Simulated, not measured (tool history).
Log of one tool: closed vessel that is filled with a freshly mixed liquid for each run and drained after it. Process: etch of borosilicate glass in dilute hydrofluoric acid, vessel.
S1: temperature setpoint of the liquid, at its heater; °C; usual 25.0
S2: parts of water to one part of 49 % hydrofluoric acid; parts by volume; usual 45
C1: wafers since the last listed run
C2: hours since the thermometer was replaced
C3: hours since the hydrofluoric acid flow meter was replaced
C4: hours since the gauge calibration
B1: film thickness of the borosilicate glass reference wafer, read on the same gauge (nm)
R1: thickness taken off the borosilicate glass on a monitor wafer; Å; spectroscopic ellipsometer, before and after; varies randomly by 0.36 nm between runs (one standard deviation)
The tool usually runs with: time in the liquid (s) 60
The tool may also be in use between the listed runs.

{"run": 1, "hour": 0.0, "S1": 25.0, "S2": 45, "time in the liquid (s)": 60, "C1": 0, "C2": 1648.1, "C3": 274.8, "C4": 1991.2, "B1": 80.02, "R1": 496.1}
{"hour": 49.0, "done": "gauge calibrated"}
{"hour": 63.2, "done": "thermometer replaced"}
{"run": 2, "hour": 71.3, "S1": 25.0, "S2": 45, "time in the liquid (s)": 60, "C1": 8464, "C2": 8.1, "C3": 346.1, "C4": 22.3, "B1": 79.99, "R1": 501.5}
{"run": 3, "hour": 139.8, "S1": 25.0, "S2": 45, "time in the liquid (s)": 60, "C1": 8247, "C2": 76.6, "C3": 414.6, "C4": 90.8, "B1": 79.96, "R1": 496.2}
{"run": 4, "hour": 198.2, "S1": 25.0, "S2": 45, "time in the liquid (s)": 60, "C1": 7031, "C2": 135.0, "C3": 473.0, "C4": 149.2, "B1": 79.97, "R1": 499.1}
{"run": 5, "hour": 242.2, "S1": 25.0, "S2": 35, "time in the liquid (s)": 50, "C1": 5297, "C2": 179.0, "C3": 517.0, "C4": 193.2, "B1": 80.0, "R1": 541.4}
{"run": 6, "hour": 307.0, "S1": 25.0, "S2": 45, "time in the liquid (s)": 60, "C1": 7802, "C2": 243.8, "C3": 581.8, "C4": 258.0, "B1": 80.03, "R1": 501.5}
{"run": 7, "hour": 350.6, "S1": 25.0, "S2": 45, "time in the liquid (s)": 60, "C1": 5249, "C2": 287.4, "C3": 625.4, "C4": 301.6, "B1": 80.02, "R1": 499.9}
{"run": 8, "hour": 382.7, "S1": 25.0, "S2": 45, "time in the liquid (s)": 60, "C1": 3864, "C2": 319.5, "C3": 657.5, "C4": 333.7, "B1": 80.01, "R1": 501.7}
{"run": 9, "hour": 452.6, "S1": 25.0, "S2": 45, "time in the liquid (s)": 60, "C1": 8416, "C2": 389.4, "C3": 727.4, "C4": 403.6, "B1": 80.02, "R1": 507.4}
{"run": 10, "hour": 596.2, "S1": 29.0, "S2": 40, "time in the liquid (s)": 75, "C1": 17289, "C2": 533.0, "C3": 871.0, "C4": 547.2, "B1": 79.98, "R1": 820.3}
{"run": 11, "hour": 660.1, "S1": 22.5, "S2": 35, "time in the liquid (s)": 90, "C1": 7693, "C2": 596.9, "C3": 934.9, "C4": 611.1, "B1": 80.02, "R1": 882.0}
{"run": 12, "hour": 704.2, "S1": 25.0, "S2": 45, "time in the liquid (s)": 60, "C1": 5309, "C2": 641.0, "C3": 979.0, "C4": 655.2, "B1": 79.97, "R1": 501.0}
{"run": 13, "hour": 746.0, "S1": 27.0, "S2": 45, "time in the liquid (s)": 60, "C1": 5032, "C2": 682.8, "C3": 1020.8, "C4": 697.0, "B1": 80.0, "R1": 541.2}
{"run": 14, "hour": 789.8, "S1": 25.0, "S2": 45, "time in the liquid (s)": 60, "C1": 5273, "C2": 726.6, "C3": 1064.6, "C4": 740.8, "B1": 79.98, "R1": 499.5}
{"hour": 829.7, "done": "hydrofluoric acid flow meter replaced"}
{"run": 15, "hour": 849.5, "S1": 25.0, "S2": 45, "time in the liquid (s)": 60, "C1": 7067, "C2": 786.3, "C3": 19.8, "C4": 800.5, "B1": 79.98, "R1": 501.5}
{"run": 16, "hour": 916.2, "S1": 20.5, "S2": 25, "time in the liquid (s)": 85, "C1": 8030, "C2": 853.0, "C3": 86.5, "C4": 867.2, "B1": 80.03, "R1": 1080.2}
{"run": 17, "hour": 979.1, "S1": 25.0, "S2": 60, "time in the liquid (s)": 60, "C1": 7573, "C2": 915.9, "C3": 149.4, "C4": 930.1, "B1": 79.95, "R1": 363.9}
{"run": 18, "hour": 1029.9, "S1": 28.0, "S2": 35, "time in the liquid (s)": 90, "C1": 6116, "C2": 966.7, "C3": 200.2, "C4": 980.9, "B1": 79.99, "R1": 1106.4}
{"run": 19, "hour": 1061.9, "S1": 25.0, "S2": 55, "time in the liquid (s)": 60, "C1": 3852, "C2": 998.7, "C3": 232.2, "C4": 1012.9, "B1": 80.0, "R1": 407.2}
{"run": 20, "hour": 1092.6, "S1": 25.0, "S2": 45, "time in the liquid (s)": 60, "C1": 3696, "C2": 1029.4, "C3": 262.9, "C4": 1043.6, "B1": 80.0, "R1": 503.7}
{"run": 21, "hour": 1162.7, "S1": 22.5, "S2": 30, "time in the liquid (s)": 60, "C1": 8440, "C2": 1099.5, "C3": 333.0, "C4": 1113.7, "B1": 79.96, "R1": 687.5}
{"run": 22, "hour": 1191.9, "S1": 25.0, "S2": 45, "time in the liquid (s)": 70, "C1": 3515, "C2": 1128.7, "C3": 362.2, "C4": 1142.9, "B1": 79.96, "R1": 581.6}
{"run": 23, "hour": 1225.7, "S1": 23.0, "S2": 60, "time in the liquid (s)": 50, "C1": 4069, "C2": 1162.5, "C3": 396.0, "C4": 1176.7, "B1": 79.99, "R1": 280.5}
{"run": 24, "hour": 1275.7, "S1": 25.0, "S2": 45, "time in the liquid (s)": 60, "C1": 6020, "C2": 1212.5, "C3": 446.0, "C4": 1226.7, "B1": 79.95, "R1": 496.7}
{"run": 25, "hour": 1300.3, "S1": 23.5, "S2": 45, "time in the liquid (s)": 60, "C1": 2961, "C2": 1237.1, "C3": 470.6, "C4": 1251.3, "B1": 80.06, "R1": 464.6}
{"run": 26, "hour": 1353.6, "S1": 21.0, "S2": 30, "time in the liquid (s)": 75, "C1": 6417, "C2": 1290.4, "C3": 523.9, "C4": 1304.6, "B1": 80.0, "R1": 812.1}
{"run": 27, "hour": 1425.5, "S1": 23.0, "S2": 45, "time in the liquid (s)": 60, "C1": 8657, "C2": 1362.3, "C3": 595.8, "C4": 1376.5, "B1": 80.01, "R1": 456.4}
{"run": 28, "hour": 1467.2, "S1": 25.0, "S2": 45, "time in the liquid (s)": 60, "C1": 5020, "C2": 1404.0, "C3": 637.5, "C4": 1418.2, "B1": 80.05, "R1": 507.4}
{"run": 29, "hour": 1537.5, "S1": 22.5, "S2": 55, "time in the liquid (s)": 35, "C1": 8464, "C2": 1474.3, "C3": 707.8, "C4": 1488.5, "B1": 80.02, "R1": 212.5}
{"run": 30, "hour": 1575.5, "S1": 25.0, "S2": 45, "time in the liquid (s)": 60, "C1": 4575, "C2": 1512.3, "C3": 745.8, "C4": 1526.5, "B1": 79.99, "R1": 504.1}
{"run": 31, "hour": 1621.6, "S1": 25.0, "S2": 55, "time in the liquid (s)": 50, "C1": 5550, "C2": 1558.4, "C3": 791.9, "C4": 1572.6, "B1": 80.0, "R1": 339.8}
{"run": 32, "hour": 1673.3, "S1": 29.0, "S2": 60, "time in the liquid (s)": 40, "C1": 6224, "C2": 1610.1, "C3": 843.6, "C4": 1624.3, "B1": 79.99, "R1": 285.4}

What differs in the tool's unlogged condition from the final listed run ahead of each entry between runs to the first listed run following it?
Runs 1 to 2: gauge calibrated (hour 49.0); thermometer replaced (hour 63.2)
  nothing in the hidden state changes from one run to the other
Runs 14 to 15: hydrofluoric acid flow meter replaced (hour 829.7)
  nothing in the hidden state changes from one run to the other

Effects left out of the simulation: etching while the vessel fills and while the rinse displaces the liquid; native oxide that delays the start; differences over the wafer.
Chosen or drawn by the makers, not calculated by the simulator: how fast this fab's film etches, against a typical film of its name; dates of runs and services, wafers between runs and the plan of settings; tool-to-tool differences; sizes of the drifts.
